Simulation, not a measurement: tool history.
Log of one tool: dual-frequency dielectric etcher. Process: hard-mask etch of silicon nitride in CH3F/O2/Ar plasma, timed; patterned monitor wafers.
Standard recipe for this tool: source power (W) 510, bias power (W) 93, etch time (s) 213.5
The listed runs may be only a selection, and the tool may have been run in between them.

run	hour	source power (W)	bias power (W)	etch time (s)	read-back reference wafer on the same gauge, depth_nm	mean etch depth across the wafer (Å)
1	0	510	93	213.5	196.8	1646
2	35.2	510	93	213.5	196.9	1650
3	53.6	510	110	213.5	197.1	1750
4	79.5	510	110	213.5	197	1757
# hour 109.7: upper electrode replaced
5	110.2	510	110	213.5	197.2	1751
6	122.6	510	93	213.5	197	1659
7	144.8	450	111	213.5	197	1711
8	166.9	510	93	213.5	196.8	1655
9	197.7	510	81	195.5	197.1	1455
10	227.5	450	93	247	197	1878
# hour 262.1: wet clean of the chamber
11	262.6	510	110	213.5	196.9	1728
12	283	510	87	176.5	196.8	1337
13	303.6	510	93	213.5	196.9	1647
# hour 303.6: gauge calibrated
14	334.8	630	76	238	197.3	1836
15	363.9	400	100	260.5	197.1	1949
16	380.5	510	84	170	197.1	1278
# hour 417.2: bias power generator calibrated
17	417.7	450	93	241.5	196.9	1825
18	448.2	420	107	266.5	196.8	2074
19	467.9	580	72	213.5	197	1589
20	497.3	510	93	161.5	197.1	1257
21	523.5	510	73	233.5	197.2	1691
22	537.7	460	107	260	197.1	2059
23	558.6	420	93	213.5	197.1	1597

Expected results for the next run?
24	587.5	510	93	213.5	?	?

read-back reference wafer on the same gauge, depth_nm: 196.8
mean etch depth across the wafer (Å): 1666
Minus the tool's unlogged condition, the same run would have read mean etch depth across the wafer (Å) 1646.
